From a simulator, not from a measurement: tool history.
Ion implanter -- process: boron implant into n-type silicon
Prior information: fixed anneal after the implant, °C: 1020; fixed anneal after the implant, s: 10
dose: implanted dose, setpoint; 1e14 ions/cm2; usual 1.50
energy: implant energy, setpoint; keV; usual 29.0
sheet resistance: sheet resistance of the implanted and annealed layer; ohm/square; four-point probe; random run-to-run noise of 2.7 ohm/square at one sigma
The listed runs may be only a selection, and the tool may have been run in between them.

run    hour  dose  energy  read-back reference wafer on the same gauge, sheet resistance  sheet resistance
  1     0.0  1.50    29.0                                                         425.93            521.32
  2    70.3  1.50    22.5                                                         425.94            536.95
  3   109.8  1.50    22.5                                                         426.02            536.67
  4   145.8  1.50    22.5                                                         425.78            537.05
  5   183.4  1.50    26.0                                                         426.25            526.26
  6   236.1  1.50    26.0                                                         426.39            527.12
      314.1  -- Faraday cup replaced and dose calibrated
  7   385.8  1.50    29.0                                                         425.81            528.73
  8   422.9  1.50    29.0                                                         426.79            532.44
  9   449.0  1.50    29.0                                                         426.21            534.78
 10   489.8  1.50    29.0                                                         425.87            531.47
 11   523.3  1.50    35.5                                                         425.85            516.45
 12   564.7  1.40    29.0                                                         425.99            556.19
 13   629.8  1.40    29.0                                                         425.70            555.70
      709.6  -- extraction supply calibrated
      723.4  -- gauge calibrated
 14   810.3  1.65    29.0                                                         426.08            488.33
 15   861.1  1.65    29.0                                                         425.93            490.63
 16   901.6  1.65    29.0                                                         426.55            486.32
 17   969.7  1.50    29.0                                                         425.87            524.19
 18  1082.9  1.50    29.0                                                         425.70            525.20
 19  1131.8  1.82    22.0                                                         426.40            464.32
 20  1172.1  1.50    19.5                                                         426.27            553.72
 21  1238.0  1.65    20.0                                                         425.78            516.12

What will run 22 give?
 22  1277.0  1.50    39.0                                                              ?                 ?

{"run 22": {"read-back reference wafer on the same gauge, sheet resistance": 426.4, "sheet resistance": 498.68}}
With no hidden state in the tool, this same run would have given sheet resistance 508.88 ohm/square.
